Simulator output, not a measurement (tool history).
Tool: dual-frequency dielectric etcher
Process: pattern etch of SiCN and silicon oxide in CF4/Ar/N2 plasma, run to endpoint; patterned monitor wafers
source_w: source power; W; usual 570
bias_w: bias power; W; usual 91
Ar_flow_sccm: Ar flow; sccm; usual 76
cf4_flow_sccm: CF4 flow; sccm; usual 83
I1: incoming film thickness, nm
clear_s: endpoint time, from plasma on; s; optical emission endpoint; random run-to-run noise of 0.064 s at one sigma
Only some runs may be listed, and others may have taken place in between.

{"run": 1, "hour": 0.0, "source_w": 570, "bias_w": 91, "Ar_flow_sccm": 76, "cf4_flow_sccm": 83, "I1": 13.13, "clear_s": 10.7}
{"run": 2, "hour": 0.4, "source_w": 570, "bias_w": 91, "Ar_flow_sccm": 76, "cf4_flow_sccm": 83, "I1": 13.3, "clear_s": 11}
{"run": 3, "hour": 2.8, "source_w": 660, "bias_w": 102, "Ar_flow_sccm": 76, "cf4_flow_sccm": 83, "I1": 13.07, "clear_s": 9}
{"run": 4, "hour": 9.4, "source_w": 570, "bias_w": 91, "Ar_flow_sccm": 76, "cf4_flow_sccm": 83, "I1": 13.13, "clear_s": 10.9}
{"hour": 13.6, "done": "source power generator calibrated"}
{"run": 5, "hour": 22.5, "source_w": 570, "bias_w": 84, "Ar_flow_sccm": 65, "cf4_flow_sccm": 73, "I1": 13.15, "clear_s": 11.3}
{"run": 6, "hour": 32.5, "source_w": 570, "bias_w": 76, "Ar_flow_sccm": 76, "cf4_flow_sccm": 64, "I1": 13.08, "clear_s": 12.1}
{"run": 7, "hour": 46.2, "source_w": 570, "bias_w": 91, "Ar_flow_sccm": 76, "cf4_flow_sccm": 63, "I1": 12.99, "clear_s": 11.4}
{"run": 8, "hour": 53.0, "source_w": 500, "bias_w": 74, "Ar_flow_sccm": 89, "cf4_flow_sccm": 98, "I1": 13.09, "clear_s": 13}
{"run": 9, "hour": 63.2, "source_w": 570, "bias_w": 85, "Ar_flow_sccm": 81, "cf4_flow_sccm": 83, "I1": 13.08, "clear_s": 11.2}
{"run": 10, "hour": 69.6, "source_w": 530, "bias_w": 69, "Ar_flow_sccm": 81, "cf4_flow_sccm": 94, "I1": 13.06, "clear_s": 12.5}
{"run": 11, "hour": 92.9, "source_w": 640, "bias_w": 80, "Ar_flow_sccm": 82, "cf4_flow_sccm": 72, "I1": 13.17, "clear_s": 10.6}
{"run": 12, "hour": 103.7, "source_w": 570, "bias_w": 91, "Ar_flow_sccm": 76, "cf4_flow_sccm": 83, "I1": 13.1, "clear_s": 10.9}
{"run": 13, "hour": 115.6, "source_w": 640, "bias_w": 80, "Ar_flow_sccm": 82, "cf4_flow_sccm": 72, "I1": 13.11, "clear_s": 10.6}
{"run": 14, "hour": 127.3, "source_w": 570, "bias_w": 91, "Ar_flow_sccm": 76, "cf4_flow_sccm": 83, "I1": 13.05, "clear_s": 10.9}
{"run": 15, "hour": 144.8, "source_w": 670, "bias_w": 91, "Ar_flow_sccm": 76, "cf4_flow_sccm": 83, "I1": 13.08, "clear_s": 9.4}
{"run": 16, "hour": 157.0, "source_w": 570, "bias_w": 91, "Ar_flow_sccm": 76, "cf4_flow_sccm": 83, "I1": 13.22, "clear_s": 11.1}
{"run": 17, "hour": 166.9, "source_w": 630, "bias_w": 91, "Ar_flow_sccm": 76, "cf4_flow_sccm": 76, "I1": 13.05, "clear_s": 10.1}
{"run": 18, "hour": 176.2, "source_w": 570, "bias_w": 105, "Ar_flow_sccm": 76, "cf4_flow_sccm": 83, "I1": 13.12, "clear_s": 10.5}
{"run": 19, "hour": 191.1, "source_w": 570, "bias_w": 79, "Ar_flow_sccm": 92, "cf4_flow_sccm": 78, "I1": 13.16, "clear_s": 12}
{"run": 20, "hour": 208.8, "source_w": 450, "bias_w": 91, "Ar_flow_sccm": 76, "cf4_flow_sccm": 96, "I1": 13, "clear_s": 13.3}
{"run": 21, "hour": 216.5, "source_w": 690, "bias_w": 91, "Ar_flow_sccm": 76, "cf4_flow_sccm": 67, "I1": 13.2, "clear_s": 9.7}
{"run": 22, "hour": 225.9, "source_w": 610, "bias_w": 91, "Ar_flow_sccm": 76, "cf4_flow_sccm": 72, "I1": 13.1, "clear_s": 10.5}
{"run": 23, "hour": 247.3, "source_w": 690, "bias_w": 91, "Ar_flow_sccm": 76, "cf4_flow_sccm": 67, "I1": 13.04, "clear_s": 9.6}
{"run": 24, "hour": 258.2, "source_w": 570, "bias_w": 84, "Ar_flow_sccm": 65, "cf4_flow_sccm": 91, "I1": 13.21, "clear_s": 11.1}
{"run": 25, "hour": 269.9, "source_w": 570, "bias_w": 91, "Ar_flow_sccm": 76, "cf4_flow_sccm": 83, "I1": 13.01, "clear_s": 11}

The tool's hidden state at each run:
source power that arrives over what is set, %: 0 at every run
bias power that arrives over what is set, %: 0 at every run
Ar flow that arrives over what is set, %: 0 at every run
CF4 flow that arrives over what is set, %: 0 at every run
H1: etch rate over this chamber's usual, %
run=1 H1=-0.977
run=2 H1=-0.98
run=3 H1=-0.997
run=4 H1=-1.04
run=5 H1=-1.13
run=6 H1=-1.2
run=7 H1=-1.3
run=8 H1=-1.35
run=9 H1=-1.42
run=10 H1=-1.46
run=11 H1=-1.62
run=12 H1=-1.7
run=13 H1=-1.78
run=14 H1=-1.86
run=15 H1=-1.98
run=16 H1=-2.07
run=17 H1=-2.14
run=18 H1=-2.2
run=19 H1=-2.3
run=20 H1=-2.43
run=21 H1=-2.48
run=22 H1=-2.54
run=23 H1=-2.69
run=24 H1=-2.77
run=25 H1=-2.85
